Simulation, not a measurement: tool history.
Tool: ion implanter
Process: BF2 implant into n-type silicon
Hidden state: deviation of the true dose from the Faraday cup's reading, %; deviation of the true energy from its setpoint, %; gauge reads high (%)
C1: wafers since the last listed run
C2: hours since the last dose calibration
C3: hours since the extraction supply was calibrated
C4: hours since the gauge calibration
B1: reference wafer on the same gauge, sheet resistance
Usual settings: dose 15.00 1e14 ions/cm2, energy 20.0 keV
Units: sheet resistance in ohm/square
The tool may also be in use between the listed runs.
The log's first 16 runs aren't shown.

-- hour=197.2 extraction supply calibrated
run 17 hour=197.7 | dose=11.45 energy=23.0 | C1=206 C2=1198.1 C3=0.5 C4=421.2 | B1=220.11 | sheet_resistance=222.78
run 18 hour=206.2 | dose=19.13 energy=13.0 | C1=206 C2=1206.6 C3=9.0 C4=429.7 | B1=220.01 | sheet_resistance=278.28
run 19 hour=218.4 | dose=15.00 energy=20.0 | C1=296 C2=1218.8 C3=21.2 C4=441.9 | B1=220.01 | sheet_resistance=231.40
-- hour=220.3 gauge calibrated
run 20 hour=232.8 | dose=15.00 energy=20.0 | C1=349 C2=1233.2 C3=35.6 C4=12.5 | B1=220.04 | sheet_resistance=231.13
run 21 hour=246.8 | dose=12.53 energy=23.0 | C1=339 C2=1247.2 C3=49.6 C4=26.5 | B1=219.91 | sheet_resistance=220.12
run 22 hour=298.7 | dose=15.00 energy=20.0 | C1=1259 C2=1299.1 C3=101.5 C4=78.4 | B1=220.07 | sheet_resistance=230.89
run 23 hour=316.5 | dose=12.72 energy=26.0 | C1=431 C2=1316.9 C3=119.3 C4=96.2 | B1=219.93 | sheet_resistance=205.39
run 24 hour=325.8 | dose=15.00 energy=20.0 | C1=225 C2=1326.2 C3=128.6 C4=105.5 | B1=219.99 | sheet_resistance=231.13
-- hour=366.7 Faraday cup replaced and dose calibrated
run 25 hour=367.2 | dose=12.59 energy=13.5 | C1=810 C2=0.5 C3=170.0 C4=146.9 | B1=219.97 | sheet_resistance=287.64

Run 26 comes next. What will it give?
run 26 hour=373.3 | dose=17.84 energy=27.0 | C1=148 C2=6.6 C3=176.1 C4=153.0 | B1=? | sheet_resistance=?

B1: 220.01
sheet resistance: 191.54 ohm/square
Without the tool's hidden state the same run would have given sheet resistance 191.54 ohm/square.
